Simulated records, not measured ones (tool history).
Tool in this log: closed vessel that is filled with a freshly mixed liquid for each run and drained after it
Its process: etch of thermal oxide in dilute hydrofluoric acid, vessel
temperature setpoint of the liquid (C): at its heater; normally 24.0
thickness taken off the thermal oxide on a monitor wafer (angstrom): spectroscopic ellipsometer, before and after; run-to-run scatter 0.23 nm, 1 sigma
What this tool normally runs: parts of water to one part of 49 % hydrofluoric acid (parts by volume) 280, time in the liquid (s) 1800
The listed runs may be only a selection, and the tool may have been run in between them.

run   hour  temperature setpoint of the liquid (C)  parts of water to one part of 49 % hydrofluoric acid (parts by volume)  time in the liquid (s)  wafers since the last listed run  hours since the thermometer was replaced  hours since the hydrofluoric acid flow meter was replaced  hours since the gauge calibration  read-back film thickness of the thermal oxide reference wafer, read on the same gauge (nm)  thickness taken off the thermal oxide on a monitor wafer (angstrom)
  1    0.0                                    24.0                                                                     355                    1800                                 0                                    1859.8                                                      786.8                              405.9                                                                                       99.95                                                                200.3
  2   21.3                                    26.0                                                                     280                    1800                               488                                    1881.1                                                      808.1                              427.2                                                                                       99.99                                                                287.9
  3   38.6                                    24.0                                                                     280                    1800                               397                                    1898.4                                                      825.4                              444.5                                                                                      100.04                                                                271.9
  4   70.4                                    24.0                                                                     280                    1800                               730                                    1930.2                                                      857.2                              476.3                                                                                       99.97                                                                273.5
  5   90.5                                    24.0                                                                     235                    1800                               461                                    1950.3                                                      877.3                              496.4                                                                                      100.01                                                                339.7
  6  103.0                                    24.0                                                                     280                    1800                               286                                    1962.8                                                      889.8                              508.9                                                                                       99.97                                                                271.9
  7  127.1                                    24.0                                                                     280                    1800                               553                                    1986.9                                                      913.9                              533.0                                                                                      100.00                                                                272.2
  8  160.1                                    24.0                                                                     280                    2420                               757                                    2019.9                                                      946.9                              566.0                                                                                      100.01                                                                364.2
  9  174.5                                    24.0                                                                     280                    2420                               330                                    2034.3                                                      961.3                              580.4                                                                                      100.03                                                                368.1
 10  190.4                                    24.0                                                                     280                    2420                               365                                    2050.2                                                      977.2                              596.3                                                                                      100.01                                                                369.7
 11  213.0                                    24.0                                                                     280                    1800                               518                                    2072.8                                                      999.8                              618.9                                                                                      100.00                                                                276.2
 12  237.0                                    24.0                                                                     280                    1800                               550                                    2096.8                                                     1023.8                              642.9                                                                                       99.99                                                                278.2
 13  249.6                                    24.0                                                                     280                    1800                               289                                    2109.4                                                     1036.4                              655.5                                                                                      100.01                                                                278.5
 14  264.7                                    20.5                                                                     145                    1475                               346                                    2124.5                                                     1051.5                              670.6                                                                                       99.99                                                                439.8
 15  289.3                                    24.0                                                                     235                    1800                               564                                    2149.1                                                     1076.1                              695.2                                                                                      100.02                                                                341.1
 16  317.6                                    24.0                                                                     235                    1800                               649                                    2177.4                                                     1104.4                              723.5                                                                                      100.01                                                                347.4
 17  344.4                                    24.0                                                                     280                    1800                               615                                    2204.2                                                     1131.2                              750.3                                                                                      100.00                                                                279.8
 18  358.7                                    26.5                                                                     280                    1800                               328                                    2218.5                                                     1145.5                              764.6                                                                                      100.01                                                                294.6
 19  391.5                                    25.5                                                                     325                     825                               752                                    2251.3                                                     1178.3                              797.4                                                                                      100.00                                                                109.4
 20  454.3                                    20.0                                                                     355                     735                              1441                                    2314.1                                                     1241.1                              860.2                                                                                       99.96                                                                 72.5
     505.3  -- gauge calibrated
 21  535.0                                    26.5                                                                     280                    1800                              1852                                    2394.8                                                     1321.8                               29.7                                                                                       99.98                                                                303.5
     546.4  -- hydrofluoric acid flow meter replaced
 22  560.6                                    24.0                                                                     280                    1195                               564                                    2420.4                                                       14.2                               55.3                                                                                       99.99                                                                184.6
 23  588.1                                    26.5                                                                     280                    1800                               631                                    2447.9                                                       41.7                               82.8                                                                                      100.05                                                                298.6
 24  609.8                                    22.0                                                                     280                     780                               498                                    2469.6                                                       63.4                              104.5                                                                                       99.99                                                                111.1
 25  634.6                                    24.0                                                                     280                    1800                               569                                    2494.4                                                       88.2                              129.3                                                                                       99.99                                                                277.1
 26  661.6                                    24.0                                                                     280                     935                               619                                    2521.4                                                      115.2                              156.3                                                                                      100.02                                                                142.2
     672.2  -- thermometer replaced
 27  687.1                                    27.5                                                                     150                    1800                               562                                      14.9                                                      140.7                              181.8                                                                                      100.02                                                                632.7
 28  718.8                                    26.5                                                                     175                     920                               727                                      46.6                                                      172.4                              213.5                                                                                       99.98                                                                257.3
 29  771.5                                    24.0                                                                     280                     785                              1209                                      99.3                                                      225.1                              266.2                                                                                      100.01                                                                111.9
 30  804.9                                    19.5                                                                     280                    1020                               766                                     132.7                                                      258.5                              299.6                                                                                      100.00                                                                125.2
 31  827.9                                    25.5                                                                     185                     745                               528                                     155.7                                                      281.5                              322.6                                                                                      100.00                                                                190.1
 32  858.1                                    24.0                                                                     225                    1800                               693                                     185.9                                                      311.7                              352.8                                                                                       99.99                                                                335.6
 33  891.3                                    25.5                                                                     180                    2670                               762                                     219.1                                                      344.9                              386.0                                                                                       99.99                                                                698.7

What if the next run were any one of these 5? Each begins from the tool's condition after run 33:
  A  892.5                                    21.0                                                                     280                    1800                                27                                     220.3                                                      346.1                              387.2                                                                                           ?                                                                    ?
  B  892.5                                    20.5                                                                     330                    2355                                27                                     220.3                                                      346.1                              387.2                                                                                           ?                                                                    ?
  C  892.5                                    20.5                                                                     225                    1800                                27                                     220.3                                                      346.1                              387.2                                                                                           ?                                                                    ?
  D  892.5                                    28.5                                                                     280                    1145                                27                                     220.3                                                      346.1                              387.2                                                                                           ?                                                                    ?
  E  892.5                                    28.5                                                                     185                    2485                                27                                     220.3                                                      346.1                              387.2                                                                                           ?                                                                    ?

run  read-back film thickness of the thermal oxide reference wafer, read on the same gauge (nm)  thickness taken off the thermal oxide on a monitor wafer (angstrom)
  A                                                                                      100.07                                                                233.2
  B                                                                                      100.07                                                                243.0
  C                                                                                      100.07                                                                300.2
  D                                                                                      100.07                                                                192.5
  E                                                                                      100.07                                                                705.3
Had the tool no hidden state, the same runs would have come out as:
run  thickness taken off the thermal oxide on a monitor wafer (angstrom)
  A                                                                230.7
  B                                                                240.5
  C                                                                296.9
  D                                                                190.6
  E                                                                698.1
